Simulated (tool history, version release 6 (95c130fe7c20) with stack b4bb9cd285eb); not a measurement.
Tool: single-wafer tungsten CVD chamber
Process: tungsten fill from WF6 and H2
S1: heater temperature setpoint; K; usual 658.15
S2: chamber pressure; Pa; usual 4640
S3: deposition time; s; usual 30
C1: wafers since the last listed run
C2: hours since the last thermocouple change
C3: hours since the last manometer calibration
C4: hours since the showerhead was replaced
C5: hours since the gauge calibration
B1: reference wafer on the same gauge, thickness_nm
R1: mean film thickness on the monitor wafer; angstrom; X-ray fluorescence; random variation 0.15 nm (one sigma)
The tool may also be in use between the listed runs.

run	hour	S1	S2	S3	C1	C2	C3	C4	C5	B1	R1
1	0	650.15	4640	30	0	756	752.6	5067.1	1214.9	74.522	599.62
2	34.8	650.15	4640	30	621	790.8	787.4	5101.9	1249.7	74.466	601.46
3	66.5	650.15	4640	30	565	822.5	819.1	5133.6	1281.4	74.556	605.15
4	103.3	658.15	4640	30	656	859.3	855.9	5170.4	1318.2	74.53	723.7
5	159.6	658.15	5440	30	1004	915.6	912.2	5226.7	1374.5	74.475	775.17
# hour 209.7: thermocouple changed; heater temperature recalibrated
6	215.6	658.15	5440	30	856	5.9	968.2	5282.7	1430.5	74.518	755.67
7	274.4	658.15	5440	30	1049	64.7	1027	5341.5	1489.3	74.477	758.76
8	329.1	658.15	4640	30	976	119.4	1081.7	5396.2	1544	74.473	704.44
9	396.7	658.15	4640	30	1206	187	1149.3	5463.8	1611.6	74.505	708.06
10	458.8	658.15	4640	30	1108	249.1	1211.4	5525.9	1673.7	74.467	709.07
11	523.6	658.15	4640	28.2	1156	313.9	1276.2	5590.7	1738.5	74.521	666.99
12	550.1	651.15	4640	30	472	340.4	1302.7	5617.2	1765	74.459	602.64
13	605.5	658.15	4640	30	988	395.8	1358.1	5672.6	1820.4	74.521	708.17
14	673.9	658.15	4960	30	1220	464.2	1426.5	5741	1888.8	74.487	731.91
15	707	649.15	5520	27.8	590	497.3	1459.6	5774.1	1921.9	74.517	578.05
# hour 766.9: capacitance manometer re-zeroed and calibrated
16	836.3	658.15	4640	30	2164	626.6	69.4	5903.4	2051.2	74.497	719.68
# hour 978.7: showerhead replaced
17	979.2	658.15	5186	31.6	2407	769.5	212.3	0.5	2194.1	74.55	798.76
18	1034.6	671.15	4640	25.2	988	824.9	267.7	55.9	2249.5	74.464	807.01
# hour 1056.1: gauge calibrated
19	1095.3	658.15	4640	30	1083	885.6	328.4	116.6	39.2	74.482	721.92
# hour 1142.1: thermocouple changed; heater temperature recalibrated
20	1191	658.15	5226	32.8	1565	48.9	424.1	212.3	134.9	74.515	813.28
21	1249.5	663.15	4240	25.6	1044	107.4	482.6	270.8	193.4	74.503	647.2
22	1316.3	658.15	4640	30	1192	174.2	549.4	337.6	260.2	74.456	705.46
23	1378.9	658.15	4640	30	1117	236.8	612	400.2	322.8	74.534	707.21
24	1436.7	666.15	5120	24.2	1031	294.6	669.8	458	380.6	74.42	710.74
25	1461.3	672.15	3626	30	439	319.2	694.4	482.6	405.2	74.54	860.63
26	1524.4	662.15	3773	30	1126	382.3	757.5	545.7	468.3	74.488	708.98
27	1567.6	645.15	4640	35.9	771	425.5	800.7	588.9	511.5	74.565	626.98
28	1599.6	654.15	3533	35.8	571	457.5	832.7	620.9	543.5	74.481	688.51
29	1665.8	671.15	4640	26.6	1181	523.7	898.9	687.1	609.7	74.47	835.42
30	1708.5	664.15	5306	33.1	762	566.4	941.6	729.8	652.4	74.524	951.71
31	1745.2	653.15	4093	30	655	603.1	978.3	766.5	689.1	74.491	601.81
32	1774.6	651.15	5626	32.4	524	632.5	1007.7	795.9	718.5	74.57	714.18
33	1833.9	667.15	3520	24.8	1058	691.8	1067	855.2	777.8	74.52	635.69

The same runs without the tool's hidden state, with the same run-to-run variation:
The hidden state here: wafer temperature above the value expected at the setpoint (K); true pressure above the setpoint (%); gauge reads high (%).
run	R1
1	586.06
2	587.43
3	590.63
4	706.59
5	755.97
6	757.32
7	759.58
8	704.57
9	707.36
10	707.63
11	664.94
12	600.29
13	705.09
14	727.92
15	574.19
16	707.51
17	782.38
18	791.12
19	705.11
20	815.77
21	648.32
22	705.61
23	706.38
24	709.2
25	858.68
26	706.09
27	623.46
28	684.51
29	830.4
30	944.74
31	596.45
32	707.27
33	629.86

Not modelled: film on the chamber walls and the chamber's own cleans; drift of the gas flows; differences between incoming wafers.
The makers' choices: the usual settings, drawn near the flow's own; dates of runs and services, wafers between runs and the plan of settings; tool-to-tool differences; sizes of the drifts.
